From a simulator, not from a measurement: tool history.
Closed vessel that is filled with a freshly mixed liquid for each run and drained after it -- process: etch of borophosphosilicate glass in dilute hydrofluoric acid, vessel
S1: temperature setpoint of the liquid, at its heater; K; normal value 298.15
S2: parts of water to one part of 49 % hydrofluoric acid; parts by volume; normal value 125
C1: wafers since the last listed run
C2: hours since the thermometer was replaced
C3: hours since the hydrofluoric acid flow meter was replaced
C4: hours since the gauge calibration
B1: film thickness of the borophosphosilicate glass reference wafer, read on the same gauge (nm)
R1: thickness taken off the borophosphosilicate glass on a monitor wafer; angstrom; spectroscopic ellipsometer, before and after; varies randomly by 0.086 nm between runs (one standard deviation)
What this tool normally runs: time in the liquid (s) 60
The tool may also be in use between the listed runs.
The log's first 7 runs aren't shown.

Run 8, hour 397.5: usual settings but S2 160 parts by volume; C1 8969; C2 712.1; C3 463.3; C4 321.5; B1 100.00. Result: R1 115.7 angstrom.
Run 9, hour 421.7: usual settings; C1 3192; C2 736.3; C3 487.5; C4 345.7; B1 99.99. Result: R1 156.0 angstrom.
Run 10, hour 484.2: usual settings; C1 8243; C2 798.8; C3 550.0; C4 408.2; B1 100.01. Result: R1 156.2 angstrom.
Run 11, hour 527.8: usual settings but S1 294.65 K, time in the liquid (s) 85; C1 5750; C2 842.4; C3 593.6; C4 451.8; B1 100.00. Result: R1 190.3 angstrom.
Run 12, hour 582.5: usual settings but S1 294.65 K, time in the liquid (s) 85; C1 7215; C2 897.1; C3 648.3; C4 506.5; B1 99.98. Result: R1 192.4 angstrom.
Run 13, hour 654.0: usual settings but S1 294.65 K, time in the liquid (s) 85; C1 9431; C2 968.6; C3 719.8; C4 578.0; B1 100.01. Result: R1 192.8 angstrom.
Run 14, hour 725.4: usual settings; C1 9417; C2 1040.0; C3 791.2; C4 649.4; B1 99.98. Result: R1 156.6 angstrom.
Run 15, hour 780.1: usual settings but S1 293.15 K; C1 7215; C2 1094.7; C3 845.9; C4 704.1; B1 100.02. Result: R1 128.3 angstrom.
Run 16, hour 830.2: usual settings; C1 6608; C2 1144.8; C3 896.0; C4 754.2; B1 99.99. Result: R1 157.9 angstrom.
Run 17, hour 892.9: usual settings but S1 299.65 K, S2 145 parts by volume, time in the liquid (s) 30; C1 8270; C2 1207.5; C3 958.7; C4 816.9; B1 99.98. Result: R1 69.8 angstrom.
Run 18, hour 919.1: usual settings but S1 299.65 K, S2 175 parts by volume; C1 3455; C2 1233.7; C3 984.9; C4 843.1; B1 99.98. Result: R1 110.9 angstrom.
At hour 930.1: thermometer replaced.
Run 19, hour 970.8: usual settings but S2 70 parts by volume; C1 6687; C2 40.7; C3 1036.6; C4 894.8; B1 100.00. Result: R1 302.4 angstrom.
Run 20, hour 1023.0: usual settings but S1 294.65 K, time in the liquid (s) 85; C1 6885; C2 92.9; C3 1088.8; C4 947.0; B1 100.00. Result: R1 195.3 angstrom.
Run 21, hour 1070.5: usual settings but S1 300.65 K, S2 95 parts by volume, time in the liquid (s) 40; C1 6265; C2 140.4; C3 1136.3; C4 994.5; B1 100.00. Result: R1 159.2 angstrom.
At hour 1080.6: hydrofluoric acid flow meter replaced.
Run 22, hour 1106.0: usual settings but S1 296.65 K, time in the liquid (s) 45; C1 4550; C2 175.9; C3 25.4; C4 1030.0; B1 100.01. Result: R1 108.0 angstrom.
Run 23, hour 1148.8: usual settings; C1 5645; C2 218.7; C3 68.2; C4 1072.8; B1 100.00. Result: R1 151.7 angstrom.
Run 24, hour 1196.1: usual settings but S1 303.15 K, time in the liquid (s) 35; C1 6239; C2 266.0; C3 115.5; C4 1120.1; B1 100.00. Result: R1 106.8 angstrom.
At hour 1213.7: gauge calibrated.
Run 25, hour 1242.2: usual settings but S1 302.15 K, S2 155 parts by volume, time in the liquid (s) 50; C1 6080; C2 312.1; C3 161.6; C4 28.5; B1 100.00. Result: R1 114.4 angstrom.
Run 26, hour 1304.7: usual settings but S1 301.65 K, time in the liquid (s) 45; C1 8243; C2 374.6; C3 224.1; C4 91.0; B1 99.99. Result: R1 131.7 angstrom.
Run 27, hour 1342.8: usual settings but S1 301.65 K, S2 95 parts by volume; C1 5025; C2 412.7; C3 262.2; C4 129.1; B1 99.97. Result: R1 238.0 angstrom.
Run 28, hour 1412.1: usual settings but S1 300.15 K, S2 110 parts by volume, time in the liquid (s) 50; C1 9140; C2 482.0; C3 331.5; C4 198.4; B1 100.01. Result: R1 160.3 angstrom.
Run 29, hour 1519.0: usual settings; C1 14100; C2 588.9; C3 438.4; C4 305.3; B1 99.99. Result: R1 154.0 angstrom.
Run 30, hour 1546.5: usual settings but S1 296.65 K, S2 110 parts by volume, time in the liquid (s) 35; C1 3627; C2 616.4; C3 465.9; C4 332.8; B1 100.00. Result: R1 98.4 angstrom.
Run 31, hour 1611.5: usual settings but S1 296.65 K, S2 105 parts by volume, time in the liquid (s) 85; C1 8573; C2 681.4; C3 530.9; C4 397.8; B1 99.97. Result: R1 249.6 angstrom.

5 options for the next run, each taken on its own from the tool as it stands now. Forecast them:
Run A, hour 1612.2: usual settings; C1 92; C2 682.1; C3 531.6; C4 398.5; B1 ?. Result: R1 ?.
Run B, hour 1612.2: usual settings but S1 302.65 K, time in the liquid (s) 50; C1 92; C2 682.1; C3 531.6; C4 398.5; B1 ?. Result: R1 ?.
Run C, hour 1612.2: usual settings but S1 301.15 K, S2 90 parts by volume, time in the liquid (s) 30; C1 92; C2 682.1; C3 531.6; C4 398.5; B1 ?. Result: R1 ?.
Run D, hour 1612.2: usual settings but S1 302.65 K, S2 95 parts by volume, time in the liquid (s) 30; C1 92; C2 682.1; C3 531.6; C4 398.5; B1 ?. Result: R1 ?.
Run E, hour 1612.2: usual settings but S1 299.65 K, S2 165 parts by volume; C1 92; C2 682.1; C3 531.6; C4 398.5; B1 ?. Result: R1 ?.

run     B1     R1
  A  99.99  152.8
  B  99.99  150.9
  C  99.99  124.5
  D  99.99  124.1
  E  99.99  116.8
With the hidden condition removed and each run's random variation left untouched, the same runs would have given:
run     R1
  A  149.4
  B  147.5
  C  121.8
  D  121.4
  E  114.2

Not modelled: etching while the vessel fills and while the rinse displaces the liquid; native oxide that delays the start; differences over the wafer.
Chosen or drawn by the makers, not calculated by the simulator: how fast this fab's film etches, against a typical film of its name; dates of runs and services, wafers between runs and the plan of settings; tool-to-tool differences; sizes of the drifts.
